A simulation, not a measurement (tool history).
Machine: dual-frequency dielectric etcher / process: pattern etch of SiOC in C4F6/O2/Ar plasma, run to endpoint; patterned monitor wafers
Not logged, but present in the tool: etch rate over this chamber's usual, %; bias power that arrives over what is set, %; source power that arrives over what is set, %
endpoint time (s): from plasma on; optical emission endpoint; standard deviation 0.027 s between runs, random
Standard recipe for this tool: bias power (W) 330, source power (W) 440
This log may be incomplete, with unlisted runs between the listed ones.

run,hour,bias power (W),source power (W),wafers since the last listed run,hours since the last wet clean,hours since the last bias power generator calibration,hours since the last source power generator calibration,hours since the last upper electrode change,"incoming incoming film thickness, nm",endpoint time (s)
1,0,379,490,0,445.1,3488.1,2688.4,4275.7,25.72,8.3
2,15.7,379,490,164,460.8,3503.8,2704.1,4291.4,25.84,8.3
3,23.1,379,490,77,468.2,3511.2,2711.5,4298.8,25.64,8.2
4,34.2,330,440,116,479.3,3522.3,2722.6,4309.9,25.47,8.9
5,42.4,330,440,85,487.5,3530.5,2730.8,4318.1,25.67,8.9
6,55.4,330,440,135,500.5,3543.5,2743.8,4331.1,25.54,8.9
7,66.5,330,440,116,511.6,3554.6,2754.9,4342.2,25.67,9
# hour 99.8: wet clean of the chamber
8,100.3,330,440,102,0.5,3588.4,2788.7,4376,25.5,9.1
9,100.6,330,440,3,0.8,3588.7,2789,4376.3,25.59,9.1
10,106.8,330,440,64,7,3594.9,2795.2,4382.5,25.76,9.2
11,119.4,382,470,131,19.6,3607.5,2807.8,4395.1,25.69,8.5
12,158.1,330,440,404,58.3,3646.2,2846.5,4433.8,25.42,9
# hour 206.5: upper electrode replaced
13,207,362,360,260,107.2,3695.1,2895.4,0.5,25.75,9.4

What does the tool deliver on the next run?
14,218.2,361,530,117,118.4,3706.3,2906.6,11.7,25.56,?

{"run 14": {"endpoint time (s)": 8.3}}
If the tool had no hidden condition, the same run with the same run-to-run variation would have returned endpoint time (s) 8.3.
